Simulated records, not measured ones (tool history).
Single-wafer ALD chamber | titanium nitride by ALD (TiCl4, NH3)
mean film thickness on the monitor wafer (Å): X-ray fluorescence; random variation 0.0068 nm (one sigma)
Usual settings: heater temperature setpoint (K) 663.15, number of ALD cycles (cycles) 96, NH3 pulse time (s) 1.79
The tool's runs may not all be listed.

run   hour  heater temperature setpoint (K)  number of ALD cycles (cycles)  NH3 pulse time (s)  read-back reference wafer on the same gauge, thickness_nm  mean film thickness on the monitor wafer (Å)
  1    0.0                           663.15                             96                1.79                                                      2.004                                         21.18
  2    7.0                           663.15                             96                1.79                                                      2.002                                         21.11
  3   17.1                           663.15                             96                1.79                                                      2.002                                         21.08
  4   31.6                           663.15                             96                1.79                                                      2.000                                         21.16
  5   45.2                           663.15                             96                1.79                                                      2.000                                         21.27
  6   82.1                           663.15                             96                1.79                                                      2.003                                         21.09
      95.5  -- thermocouple changed; heater temperature recalibrated
  7   99.8                           663.15                             96                1.79                                                      1.997                                         21.21
  8  113.4                           663.15                             96                1.79                                                      1.998                                         21.21
  9  123.8                           663.15                             96                1.79                                                      2.002                                         21.20
     124.7  -- gauge calibrated
 10  139.6                           663.15                             96                1.79                                                      2.000                                         21.05
 11  153.7                           663.15                             80                2.30                                                      1.999                                         17.85
     166.1  -- showerhead replaced
 12  166.6                           663.15                             96                1.79                                                      1.997                                         21.21
 13  179.9                           659.15                             85                1.98                                                      1.999                                         18.74
 14  185.9                           663.15                             88                2.49                                                      2.003                                         19.84
 15  192.5                           652.15                             81                1.79                                                      2.000                                         17.64
 16  208.2                           649.15                            106                1.47                                                      1.998                                         22.50

5 ways to go on from here, each from the tool as it stands after run 16. What would each give?
  A  208.8                           677.15                             96                1.79                                                          ?                                             ?
  B  208.8                           667.15                             86                1.39                                                          ?                                             ?
  C  208.8                           671.15                             96                1.79                                                          ?                                             ?
  D  208.8                           663.15                             81                2.42                                                          ?                                             ?
  E  208.8                           658.15                             96                2.10                                                          ?                                             ?

run  read-back reference wafer on the same gauge, thickness_nm  mean film thickness on the monitor wafer (Å)
  A                                                      2.002                                         21.39
  B                                                      2.002                                         18.67
  C                                                      2.002                                         21.31
  D                                                      2.002                                         18.17
  E                                                      2.002                                         21.30
Without the tool's hidden state the same runs would have given:
run  mean film thickness on the monitor wafer (Å)
  A                                         21.39
  B                                         18.67
  C                                         21.31
  D                                         18.17
  E                                         21.30

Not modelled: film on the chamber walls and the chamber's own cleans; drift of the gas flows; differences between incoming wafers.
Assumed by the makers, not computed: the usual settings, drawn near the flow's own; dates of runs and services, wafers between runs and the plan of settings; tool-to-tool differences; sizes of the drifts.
